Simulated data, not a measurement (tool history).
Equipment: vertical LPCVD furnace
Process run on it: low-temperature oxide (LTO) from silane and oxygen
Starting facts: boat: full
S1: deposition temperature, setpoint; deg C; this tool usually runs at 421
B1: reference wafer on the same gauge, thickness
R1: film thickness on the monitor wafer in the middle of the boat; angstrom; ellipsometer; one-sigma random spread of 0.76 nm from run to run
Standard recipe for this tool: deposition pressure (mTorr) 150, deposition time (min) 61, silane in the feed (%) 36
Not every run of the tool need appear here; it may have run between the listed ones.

run 1 hour=0 | S1=418 deposition_pressure_(mTorr)=150 deposition_time_(min)=54.5 silane_in_the_feed_(%)=36 | B1=362.92 | R1=3823.4
run 2 hour=32.7 | S1=418 deposition_pressure_(mTorr)=150 deposition_time_(min)=54.5 silane_in_the_feed_(%)=36 | B1=362.82 | R1=3831.7
run 3 hour=49.2 | S1=418 deposition_pressure_(mTorr)=150 deposition_time_(min)=54.5 silane_in_the_feed_(%)=36 | B1=362.89 | R1=3832.6
run 4 hour=79.4 | S1=421 deposition_pressure_(mTorr)=150 deposition_time_(min)=61 silane_in_the_feed_(%)=36 | B1=363.06 | R1=4420.2
run 5 hour=111.9 | S1=421 deposition_pressure_(mTorr)=150 deposition_time_(min)=61 silane_in_the_feed_(%)=36 | B1=363.03 | R1=4426.7
run 6 hour=145.5 | S1=421 deposition_pressure_(mTorr)=150 deposition_time_(min)=61 silane_in_the_feed_(%)=36 | B1=363.04 | R1=4428.6
run 7 hour=166.1 | S1=421 deposition_pressure_(mTorr)=150 deposition_time_(min)=79 silane_in_the_feed_(%)=36 | B1=362.86 | R1=5769
run 8 hour=199.7 | S1=421 deposition_pressure_(mTorr)=150 deposition_time_(min)=79 silane_in_the_feed_(%)=36 | B1=362.97 | R1=5763.8
run 9 hour=222.5 | S1=421 deposition_pressure_(mTorr)=150 deposition_time_(min)=79 silane_in_the_feed_(%)=36 | B1=363.05 | R1=5737.1
run 10 hour=250.5 | S1=421 deposition_pressure_(mTorr)=150 deposition_time_(min)=61 silane_in_the_feed_(%)=36 | B1=362.97 | R1=4455.3
run 11 hour=263.2 | S1=421 deposition_pressure_(mTorr)=150 deposition_time_(min)=61 silane_in_the_feed_(%)=36 | B1=362.92 | R1=4448.2
run 12 hour=297.7 | S1=424 deposition_pressure_(mTorr)=150 deposition_time_(min)=74.5 silane_in_the_feed_(%)=36 | B1=362.9 | R1=5602.9
run 13 hour=330 | S1=421 deposition_pressure_(mTorr)=150 deposition_time_(min)=61 silane_in_the_feed_(%)=36 | B1=363.06 | R1=4464.5
run 14 hour=356.4 | S1=421 deposition_pressure_(mTorr)=150 deposition_time_(min)=50.5 silane_in_the_feed_(%)=36 | B1=362.97 | R1=3566.4
run 15 hour=367.6 | S1=421 deposition_pressure_(mTorr)=150 deposition_time_(min)=61 silane_in_the_feed_(%)=36 | B1=362.97 | R1=4333.5
run 16 hour=384.5 | S1=421 deposition_pressure_(mTorr)=150 deposition_time_(min)=61 silane_in_the_feed_(%)=41 | B1=362.99 | R1=5029.7
run 17 hour=411.8 | S1=424 deposition_pressure_(mTorr)=150 deposition_time_(min)=74.5 silane_in_the_feed_(%)=36 | B1=363.16 | R1=5450.2
run 18 hour=449.3 | S1=409 deposition_pressure_(mTorr)=150 deposition_time_(min)=61 silane_in_the_feed_(%)=36 | B1=362.94 | R1=3792.2
run 19 hour=472.2 | S1=421 deposition_pressure_(mTorr)=150 deposition_time_(min)=61 silane_in_the_feed_(%)=36 | B1=362.86 | R1=4322.9
run 20 hour=502.8 | S1=421 deposition_pressure_(mTorr)=185 deposition_time_(min)=84 silane_in_the_feed_(%)=36 | B1=362.96 | R1=7243.6
run 21 hour=536.4 | S1=431 deposition_pressure_(mTorr)=165 deposition_time_(min)=41.5 silane_in_the_feed_(%)=31 | B1=363.12 | R1=2792.1
run 22 hour=624.9 | S1=426 deposition_pressure_(mTorr)=150 deposition_time_(min)=44.5 silane_in_the_feed_(%)=36 | B1=362.99 | R1=3139.6
run 23 hour=637.9 | S1=421 deposition_pressure_(mTorr)=135 deposition_time_(min)=68.5 silane_in_the_feed_(%)=34 | B1=363.05 | R1=3844.4
run 24 hour=660.4 | S1=432 deposition_pressure_(mTorr)=130 deposition_time_(min)=52 silane_in_the_feed_(%)=42 | B1=363 | R1=4035.6
run 25 hour=682.3 | S1=421 deposition_pressure_(mTorr)=150 deposition_time_(min)=61 silane_in_the_feed_(%)=36 | B1=363.03 | R1=4109.9

The log once held 5 entries between its listed runs, left out of this copy. Where does each go, and what is different about the tool's unlogged condition between the listed run before it and the listed run after it?
Logged between run 3 and run 4: gauge calibrated (hour 50.3)
  true tube temperature minus thermocouple reading, K: 2.72 -> 2.79; true pressure minus gauge reading, mTorr: 8.3 -> 8.31
  measured value less the no-hidden-state value, R1: +304 -> +352.3 angstrom
Logged between run 13 and run 14: thermocouples replaced and temperature profile calibrated (hour 355.9)
  true tube temperature minus thermocouple reading, K: 3.36 -> 0.31; true pressure minus gauge reading, mTorr: 8.41 -> 8.42
  measured value less the no-hidden-state value, R1: +382.5 -> +200.5 angstrom
Logged between run 17 and run 18: silane flow controller replaced (hour 448.8)
  true tube temperature minus thermocouple reading, K: 0.311 -> 0.314; true pressure minus gauge reading, mTorr: 8.44 -> 8.45
  measured value less the no-hidden-state value, R1: +306.8 -> +214.6 angstrom
Logged between run 20 and run 21: gauge calibrated (hour 526.9); pressure gauge zeroed (hour 535.9)
  true tube temperature minus thermocouple reading, K: 0.319 -> 0.324; true pressure minus gauge reading, mTorr: 8.46 -> 0.00395
  measured value less the no-hidden-state value, R1: +340.1 -> +9.5 angstrom
